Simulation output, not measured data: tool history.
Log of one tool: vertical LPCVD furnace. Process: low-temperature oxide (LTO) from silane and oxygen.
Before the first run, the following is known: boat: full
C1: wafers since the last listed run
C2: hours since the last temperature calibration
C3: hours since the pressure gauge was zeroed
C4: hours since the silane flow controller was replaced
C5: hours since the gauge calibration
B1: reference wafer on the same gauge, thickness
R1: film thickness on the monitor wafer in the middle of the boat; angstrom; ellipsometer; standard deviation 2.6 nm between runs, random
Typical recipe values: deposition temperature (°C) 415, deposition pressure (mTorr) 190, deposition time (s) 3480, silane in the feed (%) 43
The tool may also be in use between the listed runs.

Run 1, day 0.000: usual settings; C1 0; C2 1700.0; C3 4535.0; C4 3169.6; C5 152.5; B1 609.13. Result: R1 6499.5 angstrom.
Run 2, day 1.458: usual settings; C1 298; C2 1735.0; C3 4570.0; C4 3204.6; C5 187.5; B1 610.28. Result: R1 6470.2 angstrom.
Run 3, day 3.283: usual settings; C1 373; C2 1778.8; C3 4613.8; C4 3248.4; C5 231.3; B1 609.85. Result: R1 6517.5 angstrom.
Run 4, day 4.388: usual settings but silane in the feed (%) 40; C1 226; C2 1805.3; C3 4640.3; C4 3274.9; C5 257.8; B1 609.74. Result: R1 6023.1 angstrom.
Run 5, day 6.725: usual settings but silane in the feed (%) 40; C1 478; C2 1861.4; C3 4696.4; C4 3331.0; C5 313.9; B1 610.14. Result: R1 6024.6 angstrom.
Run 6, day 9.183: usual settings but silane in the feed (%) 40; C1 503; C2 1920.4; C3 4755.4; C4 3390.0; C5 372.9; B1 609.69. Result: R1 6006.5 angstrom.
Run 7, day 12.129: usual settings; C1 603; C2 1991.1; C3 4826.1; C4 3460.7; C5 443.6; B1 609.79. Result: R1 6447.0 angstrom.
Run 8, day 14.300: usual settings; C1 444; C2 2043.2; C3 4878.2; C4 3512.8; C5 495.7; B1 610.45. Result: R1 6491.2 angstrom.
Run 9, day 15.579: usual settings; C1 262; C2 2073.9; C3 4908.9; C4 3543.5; C5 526.4; B1 610.11. Result: R1 6536.7 angstrom.
Run 10, day 17.821: usual settings; C1 459; C2 2127.7; C3 4962.7; C4 3597.3; C5 580.2; B1 610.24. Result: R1 6541.8 angstrom.
Run 11, day 19.558: usual settings; C1 355; C2 2169.4; C3 5004.4; C4 3639.0; C5 621.9; B1 609.27. Result: R1 6505.7 angstrom.
At day 21.396: pressure gauge zeroed.
Run 12, day 22.012: usual settings; C1 297; C2 2228.3; C3 14.8; C4 3697.9; C5 680.8; B1 609.66. Result: R1 6533.5 angstrom.
Run 13, day 23.521: usual settings; C1 308; C2 2264.5; C3 51.0; C4 3734.1; C5 717.0; B1 610.42. Result: R1 6551.9 angstrom.

Predict the results of run 14:
Run 14, day 24.525: usual settings but deposition pressure (mTorr) 225, deposition time (s) 2340; C1 205; C2 2288.6; C3 75.1; C4 3758.2; C5 741.1; B1 ?. Result: R1 ?.

B1: 610.27
R1: 5151.2 angstrom
Had the tool carried no hidden state, the very same run would have given R1 4954.8 angstrom.
